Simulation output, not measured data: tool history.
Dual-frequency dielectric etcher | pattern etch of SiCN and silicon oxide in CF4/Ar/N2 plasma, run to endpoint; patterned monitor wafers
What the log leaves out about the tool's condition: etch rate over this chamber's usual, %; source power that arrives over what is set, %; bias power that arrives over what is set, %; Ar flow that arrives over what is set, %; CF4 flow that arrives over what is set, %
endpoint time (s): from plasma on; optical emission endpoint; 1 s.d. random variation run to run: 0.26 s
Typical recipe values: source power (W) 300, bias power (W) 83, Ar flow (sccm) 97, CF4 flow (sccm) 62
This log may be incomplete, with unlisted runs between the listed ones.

run	day	source power (W)	bias power (W)	Ar flow (sccm)	CF4 flow (sccm)	wafers since the last listed run	hours since the last wet clean	hours since the last source power generator calibration	hours since the last bias power generator calibration	hours since the last Ar flow controller change	hours since the last CF4 flow controller change	hours since the last upper electrode change	incoming incoming film thickness, nm	endpoint time (s)
1	0.000	300	83	97	62	0	167.3	37.7	2551.1	3220.9	2823.3	3140.6	18.02	30.6
# day 6.433: Ar flow controller replaced
# day 7.046: wet clean of the chamber
2	7.512	360	83	97	62	3081	11.2	218.0	2731.4	25.9	3003.6	3320.9	17.50	25.0
3	8.621	320	83	97	62	513	37.8	244.6	2758.0	52.5	3030.2	3347.5	17.90	28.1
4	11.517	320	83	97	62	1341	107.3	314.1	2827.5	122.0	3099.7	3417.0	17.72	28.4
5	13.033	320	83	97	62	702	143.7	350.5	2863.9	158.4	3136.1	3453.4	17.80	28.8
# day 14.662: CF4 flow controller replaced
6	15.433	340	75	97	62	995	201.3	408.1	2921.5	216.0	18.5	3511.0	17.97	28.2
# day 15.842: bias power generator calibrated
7	16.904	300	83	97	62	604	236.6	443.4	25.5	251.3	53.8	3546.3	17.74	30.7
8	19.554	350	103	108	74	1227	300.2	507.0	89.1	314.9	117.4	3609.9	17.80	25.6
# day 20.896: upper electrode replaced
# day 21.383: wet clean of the chamber
9	22.121	300	83	97	62	500	17.7	568.6	150.7	376.5	179.0	29.4	17.74	29.9
10	24.396	300	96	97	49	1053	72.3	623.2	205.3	431.1	233.6	84.0	17.91	29.8
11	25.758	340	72	75	62	631	105.0	655.9	238.0	463.8	266.3	116.7	17.77	26.4
12	28.492	270	83	97	62	1266	170.6	721.5	303.6	529.4	331.9	182.3	17.64	33.7
13	30.346	230	83	82	66	858	215.1	766.0	348.1	573.9	376.4	226.8	17.79	40.2
14	32.238	300	83	97	62	876	260.5	811.4	393.5	619.3	421.8	272.2	17.64	30.9
15	34.483	300	83	97	66	1040	314.4	865.3	447.4	673.2	475.7	326.1	17.73	31.2
# day 37.925: wet clean of the chamber
16	37.946	300	83	97	62	1140	0.5	948.4	530.5	756.3	558.8	409.2	17.85	29.5
17	38.208	370	83	77	73	121	6.8	954.7	536.8	762.6	565.1	415.5	17.71	22.5
18	39.429	300	93	97	62	565	36.1	984.0	566.1	791.9	594.4	444.8	17.73	29.0
19	41.688	330	83	89	62	1046	90.3	1038.2	620.3	846.1	648.6	499.0	17.82	27.1
20	44.012	300	77	114	55	1076	146.1	1094.0	676.1	901.9	704.4	554.8	17.87	31.9
21	45.825	300	83	97	62	839	189.6	1137.5	719.6	945.4	747.9	598.3	17.87	31.4
22	46.929	300	75	119	57	511	216.1	1164.0	746.1	971.9	774.4	624.8	17.85	32.5
23	48.104	340	97	88	47	544	244.3	1192.2	774.3	1000.1	802.6	653.0	17.79	25.9

For each entry between runs, how does the tool's hidden state at the last listed run before it compare with that at the first listed run after it?
Run 1 -> run 2: Ar flow controller replaced (day 6.433); wet clean of the chamber (day 7.046)
  etch rate over this chamber's usual, %: -1.58 -> -0.195
  measured minus no-state result, endpoint time (s): +0.5 -> +0.0
Run 5 -> run 6: CF4 flow controller replaced (day 14.662)
  etch rate over this chamber's usual, %: -2.04 -> -2.84
  measured minus no-state result, endpoint time (s): +0.5 -> +0.8
Run 6 -> run 7: bias power generator calibrated (day 15.842)
  etch rate over this chamber's usual, %: -2.84 -> -3.33
  measured minus no-state result, endpoint time (s): +0.8 -> +1.0
Run 8 -> run 9: upper electrode replaced (day 20.896); wet clean of the chamber (day 21.383)
  etch rate over this chamber's usual, %: -4.22 -> -0.283
  measured minus no-state result, endpoint time (s): +1.1 -> +0.1
Run 15 -> run 16: wet clean of the chamber (day 37.925)
  etch rate over this chamber's usual, %: -4.41 -> 0.681
  measured minus no-state result, endpoint time (s): +1.4 -> -0.2

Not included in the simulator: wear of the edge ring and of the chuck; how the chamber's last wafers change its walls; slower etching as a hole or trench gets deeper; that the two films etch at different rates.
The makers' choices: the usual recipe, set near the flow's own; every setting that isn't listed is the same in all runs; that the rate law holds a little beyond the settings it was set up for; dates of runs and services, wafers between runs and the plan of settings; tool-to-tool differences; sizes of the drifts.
